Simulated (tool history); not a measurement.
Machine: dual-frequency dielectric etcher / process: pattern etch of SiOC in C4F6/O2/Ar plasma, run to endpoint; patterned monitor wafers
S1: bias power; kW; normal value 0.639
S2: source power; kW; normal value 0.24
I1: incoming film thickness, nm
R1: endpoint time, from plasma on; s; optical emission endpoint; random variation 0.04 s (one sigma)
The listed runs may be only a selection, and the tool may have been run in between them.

{"run": 1, "hour": 0.0, "S1": 0.639, "S2": 0.24, "I1": 28.46, "R1": 11}
{"run": 2, "hour": 21.2, "S1": 0.639, "S2": 0.24, "I1": 28.33, "R1": 10.9}
{"run": 3, "hour": 55.7, "S1": 0.639, "S2": 0.24, "I1": 27.97, "R1": 10.8}
{"run": 4, "hour": 68.1, "S1": 0.639, "S2": 0.24, "I1": 28.15, "R1": 10.8}
{"run": 5, "hour": 101.7, "S1": 0.639, "S2": 0.24, "I1": 28.3, "R1": 10.9}
{"run": 6, "hour": 121.1, "S1": 0.639, "S2": 0.24, "I1": 28.39, "R1": 10.8}
{"run": 7, "hour": 150.6, "S1": 0.729, "S2": 0.26, "I1": 28.28, "R1": 10.2}
{"run": 8, "hour": 181.1, "S1": 0.729, "S2": 0.26, "I1": 28.36, "R1": 10.2}
{"run": 9, "hour": 264.6, "S1": 0.729, "S2": 0.26, "I1": 28.32, "R1": 10.1}
{"run": 10, "hour": 298.7, "S1": 0.639, "S2": 0.24, "I1": 27.72, "R1": 10.6}
{"run": 11, "hour": 313.8, "S1": 0.639, "S2": 0.24, "I1": 28.13, "R1": 10.7}
{"run": 12, "hour": 349.2, "S1": 0.639, "S2": 0.24, "I1": 28.13, "R1": 10.6}
{"run": 13, "hour": 464.1, "S1": 0.639, "S2": 0.24, "I1": 28.31, "R1": 10.9}
{"run": 14, "hour": 476.8, "S1": 0.639, "S2": 0.24, "I1": 27.97, "R1": 10.8}
{"run": 15, "hour": 497.8, "S1": 0.639, "S2": 0.24, "I1": 27.99, "R1": 10.8}
{"run": 16, "hour": 522.4, "S1": 0.639, "S2": 0.24, "I1": 27.88, "R1": 10.7}
{"run": 17, "hour": 554.3, "S1": 0.639, "S2": 0.2, "I1": 28.28, "R1": 11.8}
{"run": 18, "hour": 577.9, "S1": 0.639, "S2": 0.24, "I1": 28.13, "R1": 10.9}
{"run": 19, "hour": 598.3, "S1": 0.639, "S2": 0.24, "I1": 28.38, "R1": 10.9}
{"run": 20, "hour": 618.5, "S1": 0.691, "S2": 0.28, "I1": 28.06, "R1": 9.9}
{"run": 21, "hour": 639.9, "S1": 0.639, "S2": 0.24, "I1": 28.35, "R1": 10.9}
{"run": 22, "hour": 656.9, "S1": 0.501, "S2": 0.24, "I1": 28.11, "R1": 11.9}
{"run": 23, "hour": 684.0, "S1": 0.79, "S2": 0.26, "I1": 28, "R1": 9.6}
{"run": 24, "hour": 709.1, "S1": 0.758, "S2": 0.2, "I1": 28.01, "R1": 10.9}
{"run": 25, "hour": 729.6, "S1": 0.709, "S2": 0.18, "I1": 28.38, "R1": 11.8}
{"run": 26, "hour": 789.1, "S1": 0.537, "S2": 0.29, "I1": 28.2, "R1": 10.6}
{"run": 27, "hour": 812.5, "S1": 0.701, "S2": 0.24, "I1": 28.5, "R1": 10.5}
{"run": 28, "hour": 831.4, "S1": 0.639, "S2": 0.18, "I1": 27.93, "R1": 12}
{"run": 29, "hour": 860.7, "S1": 0.639, "S2": 0.27, "I1": 28.17, "R1": 10.2}
{"run": 30, "hour": 873.7, "S1": 0.507, "S2": 0.2, "I1": 28.2, "R1": 12.7}

Not shown here: 4 entries made in the log between runs. Locate each between two listed runs and compare the hidden state at the listed run before it with the hidden state at the listed run after it:
Logged between run 12 and run 13: upper electrode replaced, of another model than before (hour 422.6); source power generator calibrated (hour 462.3); wet clean of the chamber (hour 463.6)
  etch rate over this chamber's usual, %: 1.83 -> -0.15
Logged between run 20 and run 21: bias power generator calibrated (hour 633.5)
  etch rate over this chamber's usual, %: 0.618 -> 0.724
